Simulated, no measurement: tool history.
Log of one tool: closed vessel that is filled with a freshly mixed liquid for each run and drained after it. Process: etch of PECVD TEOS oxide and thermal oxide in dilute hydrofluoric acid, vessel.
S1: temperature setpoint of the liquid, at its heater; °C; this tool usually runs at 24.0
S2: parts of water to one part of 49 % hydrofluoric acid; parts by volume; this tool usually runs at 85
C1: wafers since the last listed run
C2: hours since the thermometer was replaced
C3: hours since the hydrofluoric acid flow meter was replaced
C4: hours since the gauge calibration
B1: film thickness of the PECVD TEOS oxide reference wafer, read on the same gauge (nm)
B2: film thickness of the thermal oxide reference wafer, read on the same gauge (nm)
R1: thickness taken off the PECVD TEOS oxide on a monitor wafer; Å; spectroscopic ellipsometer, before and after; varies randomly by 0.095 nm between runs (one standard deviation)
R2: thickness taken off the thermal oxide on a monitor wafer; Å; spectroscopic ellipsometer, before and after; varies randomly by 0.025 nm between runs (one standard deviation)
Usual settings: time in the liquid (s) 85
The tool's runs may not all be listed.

Run 1, hour 0.0: usual settings; C1 0; C2 1536.9; C3 1755.3; C4 558.5; B1 60.00; B2 150.004. Result: R1 138.6 Å, R2 46.22 Å.
Run 2, hour 12.6: usual settings; C1 1821; C2 1549.5; C3 1767.9; C4 571.1; B1 60.02; B2 150.027. Result: R1 137.3 Å, R2 45.91 Å.
Run 3, hour 28.9: usual settings; C1 2356; C2 1565.8; C3 1784.2; C4 587.4; B1 59.97; B2 150.047. Result: R1 137.6 Å, R2 46.00 Å.
Run 4, hour 54.1: usual settings but time in the liquid (s) 50; C1 3642; C2 1591.0; C3 1809.4; C4 612.6; B1 60.04; B2 150.048. Result: R1 81.0 Å, R2 27.02 Å.
Run 5, hour 79.6: usual settings; C1 3685; C2 1616.5; C3 1834.9; C4 638.1; B1 60.00; B2 149.963. Result: R1 138.0 Å, R2 46.13 Å.
Run 6, hour 91.9: usual settings; C1 1777; C2 1628.8; C3 1847.2; C4 650.4; B1 60.03; B2 150.053. Result: R1 137.7 Å, R2 45.85 Å.
Run 7, hour 127.4: usual settings but S2 125 parts by volume; C1 5131; C2 1664.3; C3 1882.7; C4 685.9; B1 59.97; B2 149.990. Result: R1 89.9 Å, R2 29.50 Å.
Run 8, hour 154.0: usual settings but time in the liquid (s) 75; C1 3844; C2 1690.9; C3 1909.3; C4 712.5; B1 60.02; B2 149.995. Result: R1 120.7 Å, R2 39.97 Å.
Run 9, hour 186.8: usual settings but S1 26.0 °C, S2 50 parts by volume, time in the liquid (s) 110; C1 4740; C2 1723.7; C3 1942.1; C4 745.3; B1 60.01; B2 149.954. Result: R1 341.9 Å, R2 114.48 Å.
Run 10, hour 200.8: usual settings; C1 2023; C2 1737.7; C3 1956.1; C4 759.3; B1 59.99; B2 149.989. Result: R1 136.2 Å, R2 45.74 Å.
At hour 214.7: thermometer replaced.
Run 11, hour 224.6: usual settings but S1 28.0 °C, S2 125 parts by volume, time in the liquid (s) 55; C1 3295; C2 9.9; C3 1979.9; C4 783.1; B1 60.06; B2 149.984. Result: R1 74.0 Å, R2 24.70 Å.
At hour 225.8: hydrofluoric acid flow meter replaced.
Run 12, hour 244.7: usual settings but S1 20.0 °C, S2 55 parts by volume, time in the liquid (s) 110; C1 2760; C2 30.0; C3 18.9; C4 803.2; B1 59.98; B2 150.031. Result: R1 267.2 Å, R2 88.49 Å.
Run 13, hour 261.7: usual settings; C1 2457; C2 47.0; C3 35.9; C4 820.2; B1 59.99; B2 149.988. Result: R1 150.1 Å, R2 50.44 Å.
Run 14, hour 287.2: usual settings but S1 27.5 °C, S2 65 parts by volume, time in the liquid (s) 50; C1 3685; C2 72.5; C3 61.4; C4 845.7; B1 60.04; B2 150.025. Result: R1 136.4 Å, R2 45.75 Å.

Run 15 is up next; what results do you expect?
At hour 343.0: gauge calibrated.
Run 15, hour 348.2: usual settings but S1 27.5 °C, time in the liquid (s) 105; C1 8816; C2 133.5; C3 122.4; C4 5.2; B1 ?; B2 ?. Result: R1 ?, R2 ?.

B1: 60.00
B2: 149.979
R1: 215.4 Å
R2: 71.18 Å
Were there no unlogged condition in the tool, this run, its random variation unchanged, would have produced R1 217.8 Å, R2 71.96 Å.

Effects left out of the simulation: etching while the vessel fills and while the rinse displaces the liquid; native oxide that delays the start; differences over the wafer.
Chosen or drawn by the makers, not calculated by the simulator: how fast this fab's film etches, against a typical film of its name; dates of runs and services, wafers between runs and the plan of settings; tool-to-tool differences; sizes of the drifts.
